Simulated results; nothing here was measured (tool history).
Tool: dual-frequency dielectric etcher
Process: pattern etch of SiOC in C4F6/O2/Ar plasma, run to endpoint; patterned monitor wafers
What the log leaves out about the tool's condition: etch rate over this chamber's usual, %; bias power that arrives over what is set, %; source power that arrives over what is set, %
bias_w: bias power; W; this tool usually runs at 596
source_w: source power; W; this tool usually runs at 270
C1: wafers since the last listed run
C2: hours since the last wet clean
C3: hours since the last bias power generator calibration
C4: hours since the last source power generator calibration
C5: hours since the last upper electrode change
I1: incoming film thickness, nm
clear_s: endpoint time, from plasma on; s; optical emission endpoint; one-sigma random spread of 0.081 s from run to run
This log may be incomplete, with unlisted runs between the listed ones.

{"run": 1, "hour": 0.0, "bias_w": 596, "source_w": 250, "C1": 0, "C2": 209.1, "C3": 3027.8, "C4": 1888.8, "C5": 3207.7, "I1": 42.65, "clear_s": 15.0}
{"run": 2, "hour": 12.0, "bias_w": 596, "source_w": 250, "C1": 170, "C2": 221.1, "C3": 3039.8, "C4": 1900.8, "C5": 3219.7, "I1": 42.77, "clear_s": 14.9}
{"run": 3, "hour": 25.1, "bias_w": 596, "source_w": 250, "C1": 186, "C2": 234.2, "C3": 3052.9, "C4": 1913.9, "C5": 3232.8, "I1": 42.16, "clear_s": 14.7}
{"run": 4, "hour": 36.7, "bias_w": 596, "source_w": 290, "C1": 165, "C2": 245.8, "C3": 3064.5, "C4": 1925.5, "C5": 3244.4, "I1": 42.44, "clear_s": 14.2}
{"run": 5, "hour": 52.2, "bias_w": 596, "source_w": 290, "C1": 220, "C2": 261.3, "C3": 3080.0, "C4": 1941.0, "C5": 3259.9, "I1": 42.84, "clear_s": 14.4}
{"run": 6, "hour": 74.5, "bias_w": 596, "source_w": 270, "C1": 317, "C2": 283.6, "C3": 3102.3, "C4": 1963.3, "C5": 3282.2, "I1": 42.47, "clear_s": 14.4}
{"run": 7, "hour": 82.5, "bias_w": 596, "source_w": 270, "C1": 113, "C2": 291.6, "C3": 3110.3, "C4": 1971.3, "C5": 3290.2, "I1": 42.5, "clear_s": 14.4}
{"run": 8, "hour": 92.7, "bias_w": 596, "source_w": 270, "C1": 145, "C2": 301.8, "C3": 3120.5, "C4": 1981.5, "C5": 3300.4, "I1": 42.74, "clear_s": 14.6}
{"run": 9, "hour": 99.1, "bias_w": 596, "source_w": 270, "C1": 91, "C2": 308.2, "C3": 3126.9, "C4": 1987.9, "C5": 3306.8, "I1": 42.69, "clear_s": 14.4}
{"run": 10, "hour": 116.1, "bias_w": 704, "source_w": 270, "C1": 241, "C2": 325.2, "C3": 3143.9, "C4": 2004.9, "C5": 3323.8, "I1": 42.76, "clear_s": 13.4}
{"run": 11, "hour": 130.0, "bias_w": 596, "source_w": 270, "C1": 197, "C2": 339.1, "C3": 3157.8, "C4": 2018.8, "C5": 3337.7, "I1": 42.51, "clear_s": 14.2}
{"hour": 163.5, "done": "upper electrode replaced"}
{"run": 12, "hour": 164.0, "bias_w": 596, "source_w": 270, "C1": 142, "C2": 373.1, "C3": 3191.8, "C4": 2052.8, "C5": 0.5, "I1": 42.96, "clear_s": 14.5}
{"run": 13, "hour": 164.4, "bias_w": 596, "source_w": 270, "C1": 5, "C2": 373.5, "C3": 3192.2, "C4": 2053.2, "C5": 0.9, "I1": 42.3, "clear_s": 14.1}
{"run": 14, "hour": 171.5, "bias_w": 596, "source_w": 270, "C1": 101, "C2": 380.6, "C3": 3199.3, "C4": 2060.3, "C5": 8.0, "I1": 42.56, "clear_s": 14.1}
{"hour": 204.1, "done": "wet clean of the chamber"}
{"run": 15, "hour": 204.6, "bias_w": 596, "source_w": 270, "C1": 129, "C2": 0.5, "C3": 3232.4, "C4": 2093.4, "C5": 41.1, "I1": 42.3, "clear_s": 14.7}
{"run": 16, "hour": 204.9, "bias_w": 637, "source_w": 320, "C1": 4, "C2": 0.8, "C3": 3232.7, "C4": 2093.7, "C5": 41.4, "I1": 42.47, "clear_s": 13.7}
{"hour": 212.2, "done": "bias power generator calibrated"}
{"run": 17, "hour": 212.7, "bias_w": 681, "source_w": 210, "C1": 54, "C2": 8.6, "C3": 0.5, "C4": 2101.5, "C5": 49.2, "I1": 43.29, "clear_s": 15.3}
{"run": 18, "hour": 228.5, "bias_w": 686, "source_w": 220, "C1": 224, "C2": 24.4, "C3": 16.3, "C4": 2117.3, "C5": 65.0, "I1": 42.52, "clear_s": 15.0}
{"hour": 235.5, "done": "source power generator calibrated"}
{"run": 19, "hour": 238.2, "bias_w": 737, "source_w": 270, "C1": 81, "C2": 34.1, "C3": 26.0, "C4": 2.7, "C5": 74.7, "I1": 42.84, "clear_s": 13.8}
{"run": 20, "hour": 250.2, "bias_w": 643, "source_w": 250, "C1": 170, "C2": 46.1, "C3": 38.0, "C4": 14.7, "C5": 86.7, "I1": 42.6, "clear_s": 14.8}
{"run": 21, "hour": 265.5, "bias_w": 478, "source_w": 220, "C1": 217, "C2": 61.4, "C3": 53.3, "C4": 30.0, "C5": 102.0, "I1": 42.53, "clear_s": 17.1}
{"run": 22, "hour": 278.1, "bias_w": 596, "source_w": 270, "C1": 179, "C2": 74.0, "C3": 65.9, "C4": 42.6, "C5": 114.6, "I1": 42.65, "clear_s": 14.7}
{"run": 23, "hour": 289.8, "bias_w": 555, "source_w": 320, "C1": 166, "C2": 85.7, "C3": 77.6, "C4": 54.3, "C5": 126.3, "I1": 42.72, "clear_s": 14.3}
{"run": 24, "hour": 307.4, "bias_w": 596, "source_w": 250, "C1": 250, "C2": 103.3, "C3": 95.2, "C4": 71.9, "C5": 143.9, "I1": 42.91, "clear_s": 15.2}
{"run": 25, "hour": 316.8, "bias_w": 695, "source_w": 270, "C1": 133, "C2": 112.7, "C3": 104.6, "C4": 81.3, "C5": 153.3, "I1": 42.89, "clear_s": 13.7}
{"run": 26, "hour": 326.0, "bias_w": 685, "source_w": 290, "C1": 130, "C2": 121.9, "C3": 113.8, "C4": 90.5, "C5": 162.5, "I1": 42.33, "clear_s": 13.3}
{"run": 27, "hour": 335.2, "bias_w": 596, "source_w": 320, "C1": 130, "C2": 131.1, "C3": 123.0, "C4": 99.7, "C5": 171.7, "I1": 42.39, "clear_s": 13.9}
{"run": 28, "hour": 345.1, "bias_w": 596, "source_w": 270, "C1": 140, "C2": 141.0, "C3": 132.9, "C4": 109.6, "C5": 181.6, "I1": 42.75, "clear_s": 14.8}
{"run": 29, "hour": 360.9, "bias_w": 558, "source_w": 240, "C1": 224, "C2": 156.8, "C3": 148.7, "C4": 125.4, "C5": 197.4, "I1": 42.92, "clear_s": 15.7}
{"run": 30, "hour": 372.0, "bias_w": 718, "source_w": 320, "C1": 157, "C2": 167.9, "C3": 159.8, "C4": 136.5, "C5": 208.5, "I1": 42.47, "clear_s": 12.7}

List, for all runs, the conditions of the tool that the log does not record:
bias power that arrives over what is set, %: 0 across all the runs
source power that arrives over what is set, %: 0 across all the runs
H1: etch rate over this chamber's usual, %
run=1 H1=2.5
run=2 H1=2.66
run=3 H1=2.83
run=4 H1=2.99
run=5 H1=3.19
run=6 H1=3.49
run=7 H1=3.6
run=8 H1=3.73
run=9 H1=3.82
run=10 H1=4.04
run=11 H1=4.23
run=12 H1=4.68
run=13 H1=4.68
run=14 H1=4.78
run=15 H1=0.336
run=16 H1=0.34
run=17 H1=0.443
run=18 H1=0.653
run=19 H1=0.782
run=20 H1=0.941
run=21 H1=1.14
run=22 H1=1.31
run=23 H1=1.47
run=24 H1=1.7
run=25 H1=1.82
run=26 H1=1.95
run=27 H1=2.07
run=28 H1=2.2
run=29 H1=2.41
run=30 H1=2.56
